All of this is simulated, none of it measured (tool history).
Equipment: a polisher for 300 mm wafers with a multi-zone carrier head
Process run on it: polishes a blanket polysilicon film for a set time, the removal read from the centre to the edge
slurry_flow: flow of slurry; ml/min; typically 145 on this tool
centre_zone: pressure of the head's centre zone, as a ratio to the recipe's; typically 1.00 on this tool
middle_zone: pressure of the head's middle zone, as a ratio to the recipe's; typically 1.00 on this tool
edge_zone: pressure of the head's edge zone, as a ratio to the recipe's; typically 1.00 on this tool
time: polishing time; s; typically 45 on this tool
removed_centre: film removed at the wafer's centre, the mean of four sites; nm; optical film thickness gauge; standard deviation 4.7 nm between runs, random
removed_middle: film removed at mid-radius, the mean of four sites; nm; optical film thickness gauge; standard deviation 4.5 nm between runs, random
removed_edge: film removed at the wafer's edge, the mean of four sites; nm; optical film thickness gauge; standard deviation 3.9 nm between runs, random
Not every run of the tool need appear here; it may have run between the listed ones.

run	hour	slurry_flow	centre_zone	middle_zone	edge_zone	time	wafers since the last listed run	wafers polished on this pad	hours since the slurry nozzle was cleaned	hours since the centre zone pressure was calibrated	hours since the edge zone pressure was calibrated	hours since the carrier head's membrane was replaced	incoming thickness of the incoming film, nm	removed_centre	removed_middle	removed_edge
1	0.0	145	0.96	1.00	1.00	45	0	657	268.8	1058.3	429.9	699.3	1053.0	307.0	315.8	318.9
2	56.1	145	0.96	1.00	1.00	45	816	1474	324.9	1114.4	486.0	755.4	1061.1	305.0	310.0	312.9
# hour 100.5: centre zone pressure recalibrated
3	144.2	145	1.00	1.00	1.02	37	1252	2726	413.0	43.7	574.1	843.5	1054.3	249.9	243.2	250.0
# hour 322.6: carrier head's membrane replaced by a new one
# hour 326.9: slurry nozzle cleaned
4	457.6	145	1.00	1.00	1.00	53	4472	7199	130.7	357.1	887.5	135.0	1052.7	351.7	340.7	342.0
5	518.7	145	1.06	1.00	1.00	59	889	8088	191.8	418.2	948.6	196.1	1047.5	414.4	367.9	380.0
# hour 527.4: worn pad replaced by a new one
6	610.9	145	1.00	1.00	1.00	45	1283	1214	284.0	510.4	1040.8	288.3	1059.9	325.7	313.2	314.1
7	659.5	145	1.10	1.00	1.00	45	707	1922	332.6	559.0	1089.4	336.9	1040.6	335.9	301.3	304.4
8	735.8	145	1.00	1.00	0.95	53	1110	3032	408.9	635.3	1165.7	413.2	1035.1	364.8	343.9	347.6
# hour 862.8: slurry nozzle cleaned
# hour 886.1: edge zone pressure recalibrated
9	990.8	170	0.88	1.00	1.00	45	3666	6699	128.0	890.3	104.7	668.2	1055.1	276.7	289.8	294.1
# hour 1024.2: worn pad replaced by a new one
10	1033.1	105	1.00	1.00	1.00	57	557	129	170.3	932.6	147.0	710.5	1063.4	384.2	376.8	388.3
11	1110.1	145	1.06	1.00	1.00	45	1120	1249	247.3	1009.6	224.0	787.5	1056.5	328.5	305.6	312.9
12	1189.5	145	0.92	1.00	1.00	45	1155	2405	326.7	1089.0	303.4	866.9	1057.1	295.5	303.9	304.6
13	1253.0	165	1.08	0.90	1.00	45	923	3329	390.2	1152.5	366.9	930.4	1056.6	334.2	279.9	308.4
# hour 1314.0: carrier head's membrane replaced by a new one
14	1318.6	145	1.00	1.00	1.09	45	881	4210	455.8	1218.1	432.5	4.6	1047.5	306.5	293.4	304.7
15	1423.3	145	0.89	1.00	1.09	45	1523	5734	560.5	1322.8	537.2	109.3	1028.1	280.6	292.0	299.8
# hour 1429.7: slurry nozzle cleaned
16	1513.9	145	1.00	1.00	1.00	45	1303	7038	84.2	1413.4	627.8	199.9	1051.5	305.9	290.4	289.8
17	1581.6	145	1.00	0.94	1.00	45	985	8023	151.9	1481.1	695.5	267.6	1029.5	298.1	273.2	288.4
# hour 1624.3: worn pad replaced by a new one
# hour 1629.3: centre zone pressure recalibrated
18	1659.9	145	1.00	1.00	0.88	45	1052	488	230.2	30.6	773.8	345.9	1059.6	333.6	305.5	299.5
19	1703.2	145	1.00	1.00	1.00	56	630	1118	273.5	73.9	817.1	389.2	1039.1	391.0	377.6	377.4

Forecast run 20:
20	1754.5	180	1.08	1.00	1.00	45	746	1865	324.8	125.2	868.4	440.5	1059.3	?	?	?

removed_centre: 347.3 nm
removed_middle: 315.7 nm
removed_edge: 314.5 nm
Without the tool's hidden state the same run would have given removed_centre 377.5 nm, removed_middle 343.2 nm, removed_edge 341.8 nm.
